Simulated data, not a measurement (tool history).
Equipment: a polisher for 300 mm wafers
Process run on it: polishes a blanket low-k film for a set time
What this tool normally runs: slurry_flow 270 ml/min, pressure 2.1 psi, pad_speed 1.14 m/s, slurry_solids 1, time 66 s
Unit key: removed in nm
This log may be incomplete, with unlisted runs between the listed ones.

run     day  slurry_flow  pressure  pad_speed  slurry_solids  time  incoming thickness of the incoming film, nm  removed
  1       0          270       2.1       1.14              1    66                                        682.1     37.7
  2   0.696          270       2.1       1.14              1    66                                        676.8     37.8
      1.346  -- worn pad replaced by a new one
  3   1.367          345       2.6       1.14              1    66                                        688.6     46.5
  4   1.604          345       2.6       1.14              1    66                                        682.6     46.9
  5   2.296          270       2.1       1.14              1    66                                        704.4     37.6
  6   2.867          270       2.1       1.14              1    66                                        699.7     36.9
  7   3.167          270       2.1       1.04              1    66                                        698.8     34.7
  8   3.646          270       2.1       1.14              1    66                                        696.5     36.6
  9   4.117          270       2.1       1.14              1    66                                        689.4       37
 10   4.829          270       2.1       1.14              1    66                                        679.8     37.1
      5.042  -- slurry nozzle cleaned
      5.233  -- worn pad replaced by a new one
 11   5.325          270       2.1       1.46              1    51                                        697.1     33.5
 12   5.867          270       1.6       1.14              1    66                                        688.9     28.2
      6.271  -- conditioning disc replaced and pad reconditioned
 13   6.592          270       2.1       1.36            1.2    66                                        679.5       49
      6.792  -- slurry blender recalibrated
 14   7.129          270       2.1       1.14              1    66                                        685.4     38.9
 15   7.496          245       1.9       1.14            1.1    66                                        683.3     37.1
 16   8.042          270       2.1       1.14              1    66                                        684.1     38.2
 17    8.55          270       2.1       1.28           1.25    66                                        684.1     46.2
      9.042  -- worn pad replaced by a new one
 18   9.062          270       2.1       1.14              1    66                                        693.7     38.2
       9.25  -- head pressure recalibrated
 19   9.721          270       2.1       1.38              1    75                                        683.7     50.1
 20  10.088          270       2.4       0.78              1    66                                        698.4     32.1
 21  10.688          220       1.7       0.94              1    66                                        686.9       26
 22  11.146          270       2.8       1.14              1    66                                        692.9     48.8
 23  11.888          180       2.6       1.14            1.1    86                                        698.8     60.6
     12.242  -- worn pad replaced by a new one
 24  12.571          270       2.1       1.14           0.75    66                                        690.5     29.3
 25      13          350       2.3       1.14           0.75    82                                        701.5     39.7

How would selected steps in removed from run to run divide? Give the signed amount a tool lacking its hidden state would still show from settings, what came in and random variation, and the signed amount left for the hidden state, including any gauge scatter that is not in both of the compared results.
Hidden conditions of the tool in this case: removal rate lost through wear of the pad, %; slurry flow missing at the pad, %; deviation of the head's pressure from its setpoint, %; abrasive missing from the slurry, %; time polished since the conditioner stopped cutting, s.
Run 21 -> 22: slurry_flow 220 -> 270, pressure 1.7 -> 2.8, pad_speed 0.94 -> 1.14. removed +22.8 nm: hidden state -2, all else +24.8.
Run 23 -> 24: slurry_flow 180 -> 270, pressure 2.6 -> 2.1, slurry_solids 1.1 -> 0.75, time 86 -> 66, worn pad replaced by a new one. removed -31.3 nm: hidden state +2.1, all else -33.4.
